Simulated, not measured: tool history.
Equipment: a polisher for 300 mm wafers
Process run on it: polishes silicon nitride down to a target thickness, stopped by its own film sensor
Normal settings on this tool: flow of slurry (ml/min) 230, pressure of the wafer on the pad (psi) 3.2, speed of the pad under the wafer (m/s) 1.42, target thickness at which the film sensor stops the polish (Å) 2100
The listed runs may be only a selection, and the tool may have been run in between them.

run	hour	flow of slurry (ml/min)	pressure of the wafer on the pad (psi)	speed of the pad under the wafer (m/s)	target thickness at which the film sensor stops the polish (Å)	wafers since the last listed run	wafers polished on this pad	hours since the slurry nozzle was cleaned	hours since the head pressure was calibrated	incoming thickness of the incoming film, nm	time until the film sensor stopped the polish (s)
1	0	230	3.2	1.42	2100	0	259	354.7	1169.4	462.7	142.9
2	37.9	230	3.2	1.42	2100	348	607	392.6	1207.3	456.1	140.3
3	54	230	3.2	1.42	2100	148	755	408.7	1223.4	469.9	150
# hour 67.3: worn pad replaced by a new one
4	67.8	230	3.2	1.42	1570	90	4	422.5	1237.2	468.7	180.1
5	75.4	230	3.2	1.42	1570	69	74	430.1	1244.8	459.1	176.4
6	92.1	230	3.2	1.42	2100	153	227	446.8	1261.5	463.5	145.4
7	106.7	230	3.2	1.42	2100	134	362	461.4	1276.1	458.8	144.7
8	133.8	230	3.2	1.42	2100	249	611	488.5	1303.2	467.3	149.8
9	141.2	230	2.6	1.42	2100	68	679	495.9	1310.6	459.3	172.7
10	151.7	230	2.6	1.42	2100	96	775	506.4	1321.1	457.9	174
# hour 166.2: worn pad replaced by a new one
11	166.7	230	2.6	1.42	2100	101	4	521.4	1336.1	454.2	170.4
12	181.4	230	3.2	1.42	2100	135	139	536.1	1350.8	456.2	140.8
13	193.3	230	3.2	1.42	2100	109	249	548	1362.7	465.8	149.2
14	207.1	230	3.2	1.42	2100	126	376	561.8	1376.5	465.7	151.4
15	213.4	230	3.6	1.12	2100	57	434	568.1	1382.8	459.5	158.7
16	229.8	230	3.2	1.42	2100	150	584	584.5	1399.2	459.3	150.1
# hour 236.9: slurry nozzle cleaned
# hour 241.6: head pressure recalibrated
17	245.4	230	3.2	1.42	2100	115	700	8.5	3.8	461.7	138.2
# hour 259.3: worn pad replaced by a new one
18	261.6	230	3.2	1.14	1760	112	20	24.7	20	459.5	186.6
19	270.9	230	3.2	1.42	2100	85	106	34	29.3	456.6	137.5
20	280	150	3.2	1.42	2100	83	189	43.1	38.4	463.5	148
21	296.4	230	3.2	1.42	1570	150	340	59.5	54.8	465.5	168
22	309.4	230	2.5	1.42	2100	119	460	72.5	67.8	459.9	167.7
23	316	230	3.2	1.42	2100	60	520	79.1	74.4	452.1	133.1
24	329.5	230	3.7	1.42	2480	124	644	92.6	87.9	453	99.8
25	340.1	230	3.2	1.42	2100	97	742	103.2	98.5	465.4	142.6
26	352	300	3.2	1.18	2100	109	851	115.1	110.4	464.9	157.5
# hour 366.9: worn pad replaced by a new one
27	367.4	185	3.2	1.74	2100	104	4	130.5	125.8	467	125.1
28	376.3	230	2.6	1.42	2100	81	86	139.4	134.7	455.9	163.4
29	388.6	190	3.6	1.42	2100	113	199	151.7	147	458.3	129.1
30	397.1	150	3.2	1.42	2100	78	277	160.2	155.5	465.4	150.3
31	411.9	230	3.2	1.76	2100	136	413	175	170.3	457.6	115.2
32	424.5	300	3.2	1.42	2100	115	529	187.6	182.9	458	131.5
33	436.3	150	2.5	1.74	1350	108	637	199.4	194.7	455.8	199.3
34	444.4	230	3.2	1.42	2100	74	712	207.5	202.8	458.5	141.8
35	457.8	185	3.2	1.22	2100	123	835	220.9	216.2	470.4	170.1
36	475.8	200	2.1	1.2	2100	165	1001	238.9	234.2	463.4	235.7
# hour 489.2: worn pad replaced by a new one
37	489.7	200	2.1	1.2	2100	91	4	252.8	248.1	457.2	231.8
38	503.8	190	2.6	1.86	2100	129	134	266.9	262.2	457.4	136.4

Here are 3 independent what-if runs from the current tool condition. What would each one return?
A	504.3	230	3.2	1.42	2100	4	139	267.4	262.7	466	?
B	504.3	180	3.2	1.74	1280	4	139	267.4	262.7	466	?
C	504.3	280	3.2	1.42	2100	4	139	267.4	262.7	466	?

run	time until the film sensor stopped the polish (s)
A	143.7
B	168.1
C	139.9
Had the tool no hidden state, the same runs would have come out as:
run	time until the film sensor stopped the polish (s)
A	140.1
B	162.7
C	137
